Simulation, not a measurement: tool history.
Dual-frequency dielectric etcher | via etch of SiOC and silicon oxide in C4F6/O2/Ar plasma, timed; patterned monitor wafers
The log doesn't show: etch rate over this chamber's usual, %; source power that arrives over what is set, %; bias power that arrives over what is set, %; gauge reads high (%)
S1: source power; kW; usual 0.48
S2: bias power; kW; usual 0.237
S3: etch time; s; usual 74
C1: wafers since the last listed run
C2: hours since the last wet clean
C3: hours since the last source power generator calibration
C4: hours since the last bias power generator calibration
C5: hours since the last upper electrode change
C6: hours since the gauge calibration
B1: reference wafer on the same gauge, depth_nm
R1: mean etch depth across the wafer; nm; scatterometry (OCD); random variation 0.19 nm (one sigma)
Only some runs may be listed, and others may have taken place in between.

| run | hour | S1 | S2 | S3 | C1 | C2 | C3 | C4 | C5 | C6 | B1 | R1 |
|---|---|---|---|---|---|---|---|---|---|---|---|---|
| 1 | 0 | 0.48 | 0.237 | 74 | 0 | 20.9 | 2009.5 | 2202.9 | 2174.2 | 936.7 | 82.3 | 95.5 |
| 2 | 25.2 | 0.48 | 0.237 | 74 | 310 | 46.1 | 2034.7 | 2228.1 | 2199.4 | 961.9 | 82.4 | 95.8 |
| 3 | 51.6 | 0.48 | 0.237 | 74 | 325 | 72.5 | 2061.1 | 2254.5 | 2225.8 | 988.3 | 82.4 | 95.7 |
| 4 | 115 | 0.48 | 0.237 | 74 | 781 | 135.9 | 2124.5 | 2317.9 | 2289.2 | 1051.7 | 82.4 | 95.8 |
| 5 | 184.8 | 0.48 | 0.28 | 74 | 860 | 205.7 | 2194.3 | 2387.7 | 2359 | 1121.5 | 82.4 | 101.1 |
| 6 | 236.7 | 0.48 | 0.237 | 74 | 639 | 257.6 | 2246.2 | 2439.6 | 2410.9 | 1173.4 | 82.4 | 96.4 |
| 7 | 268.7 | 0.56 | 0.252 | 74 | 394 | 289.6 | 2278.2 | 2471.6 | 2442.9 | 1205.4 | 82.4 | 106.7 |
| 8 | 333.9 | 0.56 | 0.252 | 74 | 803 | 354.8 | 2343.4 | 2536.8 | 2508.1 | 1270.6 | 82.4 | 107.2 |
|  | 359.4 | wet clean of the chamber |
| 9 | 361.2 | 0.56 | 0.252 | 74 | 40 | 1.8 | 2370.7 | 2564.1 | 2535.4 | 1297.9 | 82.4 | 109.4 |
|  | 404.2 | gauge calibrated |
|  | 470.3 | upper electrode replaced |
|  | 509.9 | wet clean of the chamber, repeated, since the last time left the tool worse |
| 10 | 510.4 | 0.48 | 0.237 | 74 | 1247 | 0.5 | 2519.9 | 2713.3 | 40.1 | 106.2 | 82.4 | 95.2 |
| 11 | 546.6 | 0.48 | 0.237 | 74 | 446 | 36.7 | 2556.1 | 2749.5 | 76.3 | 142.4 | 82.4 | 95.2 |
| 12 | 584.4 | 0.45 | 0.237 | 74 | 466 | 74.5 | 2593.9 | 2787.3 | 114.1 | 180.2 | 82.5 | 92.7 |
| 13 | 617.9 | 0.58 | 0.218 | 74 | 413 | 108 | 2627.4 | 2820.8 | 147.6 | 213.7 | 82.4 | 103 |
| 14 | 644.5 | 0.39 | 0.201 | 61 | 327 | 134.6 | 2654 | 2847.4 | 174.2 | 240.3 | 82.4 | 67.2 |
| 15 | 679.4 | 0.48 | 0.237 | 74 | 430 | 169.5 | 2688.9 | 2882.3 | 209.1 | 275.2 | 82.5 | 96.3 |
|  | 708.1 | bias power generator calibrated |
| 16 | 742.2 | 0.48 | 0.237 | 74 | 724 | 232.3 | 2751.7 | 34.1 | 271.9 | 338 | 82.4 | 96.4 |
| 17 | 796.5 | 0.48 | 0.237 | 74 | 669 | 286.6 | 2806 | 88.4 | 326.2 | 392.3 | 82.4 | 96.8 |
|  | 815 | source power generator calibrated |
| 18 | 861.1 | 0.48 | 0.237 | 74 | 747 | 351.2 | 46.1 | 153 | 390.8 | 456.9 | 82.4 | 96.8 |
|  | 902.2 | wet clean of the chamber |
| 19 | 902.7 | 0.45 | 0.293 | 74 | 216 | 0.5 | 87.7 | 194.6 | 432.4 | 498.5 | 82.4 | 97.6 |
| 20 | 957.9 | 0.48 | 0.237 | 90 | 680 | 55.7 | 142.9 | 249.8 | 487.6 | 553.7 | 82.4 | 116.4 |
| 21 | 1002 | 0.57 | 0.194 | 87 | 543 | 99.8 | 187 | 293.9 | 531.7 | 597.8 | 82.4 | 117 |
| 22 | 1031.9 | 0.48 | 0.237 | 60 | 368 | 129.7 | 216.9 | 323.8 | 561.6 | 627.7 | 82.3 | 77.7 |
| 23 | 1057.1 | 0.48 | 0.203 | 61 | 310 | 154.9 | 242.1 | 349 | 586.8 | 652.9 | 82.5 | 75.9 |

4 options for the next run, each taken on its own from the tool as it stands now. Forecast them:
| A | 1057.5 | 0.48 | 0.237 | 74 | 4 | 155.3 | 242.5 | 349.4 | 587.2 | 653.3 | ? | ? |
| B | 1057.5 | 0.48 | 0.18 | 63 | 4 | 155.3 | 242.5 | 349.4 | 587.2 | 653.3 | ? | ? |
| C | 1057.5 | 0.48 | 0.237 | 65.5 | 4 | 155.3 | 242.5 | 349.4 | 587.2 | 653.3 | ? | ? |
| D | 1057.5 | 0.48 | 0.2 | 95 | 4 | 155.3 | 242.5 | 349.4 | 587.2 | 653.3 | ? | ? |

| run | B1 | R1 |
|---|---|---|
| A | 82.5 | 96.1 |
| B | 82.5 | 76.1 |
| C | 82.5 | 85 |
| D | 82.5 | 117.9 |
With the hidden condition removed and each run's random variation left untouched, the same runs would have given:
| run | R1 |
|---|---|
| A | 95.4 |
| B | 75.6 |
| C | 84.4 |
| D | 117 |
